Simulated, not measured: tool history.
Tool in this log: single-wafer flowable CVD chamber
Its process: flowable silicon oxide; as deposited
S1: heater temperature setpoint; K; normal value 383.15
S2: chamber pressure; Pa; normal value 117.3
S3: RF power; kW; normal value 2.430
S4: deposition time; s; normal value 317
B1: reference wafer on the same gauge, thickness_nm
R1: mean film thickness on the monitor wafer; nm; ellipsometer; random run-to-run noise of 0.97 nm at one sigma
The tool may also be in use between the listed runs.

run	day	S1	S2	S3	S4	B1	R1
1	0.000	383.15	117.3	2.430	317	177.387	176.896
2	1.012	383.15	117.3	2.430	317	177.469	177.388
3	2.621	383.15	117.3	2.430	317	177.743	178.670
4	4.688	383.15	100.0	2.430	275	177.916	131.140
5	7.488	383.15	100.0	2.430	275	178.306	131.715
6	10.379	383.15	100.0	2.430	275	178.614	131.000
7	13.333	383.15	129.5	2.430	291	178.787	179.460
# day 14.212: thermocouple changed; heater temperature recalibrated
8	14.508	383.15	117.3	2.430	317	179.024	176.987
9	16.879	383.15	117.3	2.430	317	178.934	178.393
# day 19.121: showerhead replaced
10	19.517	383.15	100.0	2.430	275	179.022	131.233
11	20.950	383.15	117.3	2.430	317	179.297	177.531
# day 21.675: RF generator calibrated
12	22.242	383.15	126.8	2.100	317	179.491	185.803
13	24.200	373.15	117.3	2.430	317	179.257	244.657
14	26.000	387.15	144.8	2.830	317	179.359	200.501
15	27.921	383.15	117.3	1.970	317	179.271	170.840
# day 28.308: capacitance manometer re-zeroed and calibrated
# day 28.912: gauge calibrated
16	30.354	383.15	92.0	1.980	370	174.477	151.270
17	31.588	383.15	94.8	2.860	317	174.915	144.269
18	34.288	377.15	141.3	2.830	356	175.502	289.466
19	38.567	376.15	117.3	2.635	369	176.429	258.500

Forecast each of these 4 alternatives for the next run:
A	38.588	383.15	117.3	2.430	317	?	?
B	38.588	395.15	117.3	2.600	317	?	?
C	38.588	383.15	110.0	2.000	317	?	?
D	38.588	383.15	117.3	2.735	294	?	?

run	B1	R1
A	176.306	177.457
B	176.306	127.636
C	176.306	159.336
D	176.306	167.370
Without the tool's unlogged condition, the same runs would have read:
run	R1
A	174.938
B	125.824
C	157.074
D	164.994
